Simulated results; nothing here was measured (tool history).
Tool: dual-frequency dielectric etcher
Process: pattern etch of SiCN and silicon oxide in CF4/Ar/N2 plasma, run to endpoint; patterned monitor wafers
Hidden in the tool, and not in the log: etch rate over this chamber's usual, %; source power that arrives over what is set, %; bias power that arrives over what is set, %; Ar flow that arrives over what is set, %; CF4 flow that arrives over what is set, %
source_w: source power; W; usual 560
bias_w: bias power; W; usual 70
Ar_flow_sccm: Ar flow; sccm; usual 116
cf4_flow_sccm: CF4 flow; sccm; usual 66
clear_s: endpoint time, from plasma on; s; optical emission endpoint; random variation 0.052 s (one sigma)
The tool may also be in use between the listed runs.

run,hour,source_w,bias_w,Ar_flow_sccm,cf4_flow_sccm,wafers since the last listed run,hours since the last wet clean,hours since the last source power generator calibration,hours since the last bias power generator calibration,hours since the last Ar flow controller change,hours since the last CF4 flow controller change,hours since the last upper electrode change,"incoming incoming film thickness, nm",clear_s
1,0.0,560,70,116,66,0,30.8,1406.0,1582.7,3358.7,2574.0,3486.7,9.97,9.0
2,261.3,560,60,116,66,3384,292.1,1667.3,1844.0,3620.0,2835.3,3748.0,9.98,9.5
3,327.7,560,64,116,66,860,358.5,1733.7,1910.4,3686.4,2901.7,3814.4,10.02,9.3
4,389.3,560,64,116,66,797,420.1,1795.3,1972.0,3748.0,2963.3,3876.0,10.09,9.5
5,443.5,560,70,98,66,702,474.3,1849.5,2026.2,3802.2,3017.5,3930.2,9.87,8.4
6,500.2,560,70,116,55,734,531.0,1906.2,2082.9,3858.9,3074.2,3986.9,10.06,9.3
# hour 580.9: wet clean of the chamber
7,587.4,560,70,116,66,818,6.5,1993.4,2170.1,3946.1,3161.4,4074.1,9.99,8.8
8,681.5,560,70,116,66,1218,100.6,2087.5,2264.2,4040.2,3255.5,4168.2,10.02,8.9
# hour 753.7: CF4 flow controller replaced
9,784.4,630,70,116,66,1255,203.5,2190.4,2367.1,4143.1,30.7,4271.1,10.04,8.2
10,863.7,480,88,116,61,1027,282.8,2269.7,2446.4,4222.4,110.0,4350.4,10.03,9.2
11,964.7,690,65,133,58,1308,383.8,2370.7,2547.4,4323.4,211.0,4451.4,9.92,8.2
12,1040.1,560,55,124,57,976,459.2,2446.1,2622.8,4398.8,286.4,4526.8,9.86,9.9
# hour 1113.8: bias power generator calibrated
# hour 1130.5: wet clean of the chamber
13,1145.3,560,70,116,66,1094,14.8,2551.3,31.5,4504.0,391.6,4632.0,10.00,8.7
# hour 1223.3: upper electrode replaced
14,1223.8,440,86,89,73,706,93.3,2629.8,110.0,4582.5,470.1,0.5,10.01,9.1
15,1250.9,560,70,116,66,351,120.4,2656.9,137.1,4609.6,497.2,27.6,9.99,8.8
16,1314.1,560,70,116,66,818,183.6,2720.1,200.3,4672.8,560.4,90.8,9.89,8.6
17,1380.1,560,70,91,66,854,249.6,2786.1,266.3,4738.8,626.4,156.8,10.06,8.4

Run 18 comes next. What will it give?
# hour 1426.8: source power generator calibrated
# hour 1457.7: Ar flow controller replaced
18,1466.4,560,70,106,59,988,335.9,39.6,352.6,8.7,712.7,243.1,9.90,?

{"run 18": {"clear_s": 8.9}}
Without the tool's hidden state the same run would have given clear_s 8.9 s.
